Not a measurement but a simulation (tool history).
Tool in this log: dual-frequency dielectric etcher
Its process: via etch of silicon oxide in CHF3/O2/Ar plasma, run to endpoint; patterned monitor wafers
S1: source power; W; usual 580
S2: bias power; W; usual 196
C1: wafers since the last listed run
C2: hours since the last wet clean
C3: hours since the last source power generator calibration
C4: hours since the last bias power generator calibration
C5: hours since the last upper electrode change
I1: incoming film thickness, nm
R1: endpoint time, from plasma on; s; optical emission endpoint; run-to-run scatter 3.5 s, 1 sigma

Run 1, hour 0.0: usual settings; C1 0; C2 385.5; C3 2886.4; C4 1030.3; C5 1834.2; I1 797.1. Result: R1 395.4 s.
Run 2, hour 64.2: usual settings; C1 225; C2 449.7; C3 2950.6; C4 1094.5; C5 1898.4; I1 789.2. Result: R1 382.0 s.
Run 3, hour 127.0: usual settings but S1 550 W; C1 220; C2 512.5; C3 3013.4; C4 1157.3; C5 1961.2; I1 794.5. Result: R1 399.0 s.
Run 4, hour 164.4: usual settings; C1 131; C2 549.9; C3 3050.8; C4 1194.7; C5 1998.6; I1 801.6. Result: R1 401.4 s.
At hour 198.9: wet clean of the chamber.
Run 5, hour 200.4: usual settings; C1 42; C2 1.5; C3 3086.8; C4 1230.7; C5 2034.6; I1 805.5. Result: R1 404.1 s.
Run 6, hour 243.6: usual settings; C1 151; C2 44.7; C3 3130.0; C4 1273.9; C5 2077.8; I1 798.7. Result: R1 393.6 s.
Run 7, hour 267.7: usual settings; C1 84; C2 68.8; C3 3154.1; C4 1298.0; C5 2101.9; I1 797.4. Result: R1 395.6 s.
At hour 378.8: upper electrode replaced.
Run 8, hour 447.0: usual settings; C1 545; C2 248.1; C3 3333.4; C4 1477.3; C5 68.2; I1 791.2. Result: R1 389.8 s.
Run 9, hour 485.7: usual settings; C1 135; C2 286.8; C3 3372.1; C4 1516.0; C5 106.9; I1 801.3. Result: R1 403.1 s.
Run 10, hour 526.5: usual settings but S1 650 W; C1 143; C2 327.6; C3 3412.9; C4 1556.8; C5 147.7; I1 796.0. Result: R1 385.1 s.
Run 11, hour 581.0: usual settings but S1 650 W; C1 191; C2 382.1; C3 3467.4; C4 1611.3; C5 202.2; I1 796.4. Result: R1 382.6 s.
Run 12, hour 610.7: usual settings but S1 540 W; C1 104; C2 411.8; C3 3497.1; C4 1641.0; C5 231.9; I1 806.1. Result: R1 409.8 s.
Run 13, hour 672.3: usual settings but S1 540 W; C1 216; C2 473.4; C3 3558.7; C4 1702.6; C5 293.5; I1 787.1. Result: R1 396.4 s.
At hour 688.0: bias power generator calibrated.
At hour 707.7: wet clean of the chamber.
Run 14, hour 708.2: usual settings but S1 540 W; C1 42; C2 0.5; C3 3594.6; C4 20.2; C5 329.4; I1 803.1. Result: R1 403.1 s.
Run 15, hour 764.8: usual settings; C1 198; C2 57.1; C3 3651.2; C4 76.8; C5 386.0; I1 801.3. Result: R1 391.6 s.
Run 16, hour 800.9: usual settings but S1 670 W, S2 182 W; C1 126; C2 93.2; C3 3687.3; C4 112.9; C5 422.1; I1 789.7. Result: R1 380.8 s.
Run 17, hour 824.9: usual settings but S1 620 W, S2 214 W; C1 84; C2 117.2; C3 3711.3; C4 136.9; C5 446.1; I1 797.4. Result: R1 373.7 s.
Run 18, hour 892.6: usual settings; C1 237; C2 184.9; C3 3779.0; C4 204.6; C5 513.8; I1 791.1. Result: R1 394.5 s.
Run 19, hour 928.7: usual settings; C1 126; C2 221.0; C3 3815.1; C4 240.7; C5 549.9; I1 788.3. Result: R1 386.7 s.

Forecast run 20:
Run 20, hour 991.5: usual settings but S1 700 W, S2 150 W; C1 220; C2 283.8; C3 3877.9; C4 303.5; C5 612.7; I1 799.1. Result: R1 ?.

{"run 20": {"R1": 388.8}}
The same run, on a tool lacking any hidden state, would have yielded R1 388.8 s.
